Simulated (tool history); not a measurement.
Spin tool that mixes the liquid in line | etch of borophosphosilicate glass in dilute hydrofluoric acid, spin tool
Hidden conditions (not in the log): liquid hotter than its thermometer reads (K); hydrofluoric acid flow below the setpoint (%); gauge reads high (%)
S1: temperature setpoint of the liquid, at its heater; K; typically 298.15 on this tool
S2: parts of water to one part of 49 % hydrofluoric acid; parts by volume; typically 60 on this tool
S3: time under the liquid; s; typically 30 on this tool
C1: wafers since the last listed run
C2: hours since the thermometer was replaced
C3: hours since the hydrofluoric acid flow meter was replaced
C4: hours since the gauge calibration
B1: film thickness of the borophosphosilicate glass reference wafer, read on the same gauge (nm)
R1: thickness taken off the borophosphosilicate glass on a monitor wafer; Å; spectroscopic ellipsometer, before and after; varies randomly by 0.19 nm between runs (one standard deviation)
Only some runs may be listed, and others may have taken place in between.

{"run": 1, "hour": 0.0, "S1": 301.15, "S2": 60, "S3": 30, "C1": 0, "C2": 2025.1, "C3": 666.4, "C4": 461.7, "B1": 100.01, "R1": 261.5}
{"run": 2, "hour": 68.3, "S1": 298.15, "S2": 60, "S3": 30, "C1": 1024, "C2": 2093.4, "C3": 734.7, "C4": 530, "B1": 100.01, "R1": 229.4}
{"run": 3, "hour": 101.5, "S1": 298.15, "S2": 60, "S3": 30, "C1": 498, "C2": 2126.6, "C3": 767.9, "C4": 563.2, "B1": 100, "R1": 227}
{"run": 4, "hour": 128.5, "S1": 298.15, "S2": 45, "S3": 35, "C1": 405, "C2": 2153.6, "C3": 794.9, "C4": 590.2, "B1": 100, "R1": 362.1}
{"run": 5, "hour": 175.7, "S1": 298.15, "S2": 60, "S3": 30, "C1": 708, "C2": 2200.8, "C3": 842.1, "C4": 637.4, "B1": 100.02, "R1": 230.9}
{"run": 6, "hour": 242.4, "S1": 298.15, "S2": 60, "S3": 30, "C1": 1000, "C2": 2267.5, "C3": 908.8, "C4": 704.1, "B1": 99.98, "R1": 230.9}
{"run": 7, "hour": 268.6, "S1": 298.15, "S2": 60, "S3": 30, "C1": 393, "C2": 2293.7, "C3": 935, "C4": 730.3, "B1": 100.01, "R1": 227.2}
{"run": 8, "hour": 304.2, "S1": 298.15, "S2": 70, "S3": 30, "C1": 534, "C2": 2329.3, "C3": 970.6, "C4": 765.9, "B1": 100, "R1": 191}
{"run": 9, "hour": 337.9, "S1": 298.15, "S2": 80, "S3": 30, "C1": 505, "C2": 2363, "C3": 1004.3, "C4": 799.6, "B1": 99.98, "R1": 166.1}
{"run": 10, "hour": 364.6, "S1": 298.15, "S2": 80, "S3": 30, "C1": 400, "C2": 2389.7, "C3": 1031, "C4": 826.3, "B1": 100.05, "R1": 164.7}
{"run": 11, "hour": 434.3, "S1": 298.15, "S2": 60, "S3": 30, "C1": 1045, "C2": 2459.4, "C3": 1100.7, "C4": 896, "B1": 100, "R1": 231.2}
{"run": 12, "hour": 474.8, "S1": 298.15, "S2": 60, "S3": 15, "C1": 607, "C2": 2499.9, "C3": 1141.2, "C4": 936.5, "B1": 100, "R1": 113}
{"run": 13, "hour": 546.5, "S1": 298.15, "S2": 60, "S3": 15, "C1": 1075, "C2": 2571.6, "C3": 1212.9, "C4": 1008.2, "B1": 99.99, "R1": 114.9}
{"run": 14, "hour": 586.7, "S1": 300.15, "S2": 60, "S3": 40, "C1": 603, "C2": 2611.8, "C3": 1253.1, "C4": 1048.4, "B1": 99.99, "R1": 326}
{"run": 15, "hour": 638.0, "S1": 298.15, "S2": 85, "S3": 30, "C1": 769, "C2": 2663.1, "C3": 1304.4, "C4": 1099.7, "B1": 99.99, "R1": 156.4}
{"hour": 653.2, "done": "gauge calibrated"}
{"run": 16, "hour": 684.7, "S1": 298.15, "S2": 60, "S3": 15, "C1": 700, "C2": 2709.8, "C3": 1351.1, "C4": 31.5, "B1": 99.99, "R1": 114.3}

What will run 17 give?
{"run": 17, "hour": 714.0, "S1": 298.15, "S2": 80, "S3": 30, "C1": 439, "C2": 2739.1, "C3": 1380.4, "C4": 60.8, "B1": "?", "R1": "?"}

{"run 17": {"B1": 100, "R1": 165.2}}
With no hidden state in the tool, this same run would have given R1 165.2 Å.
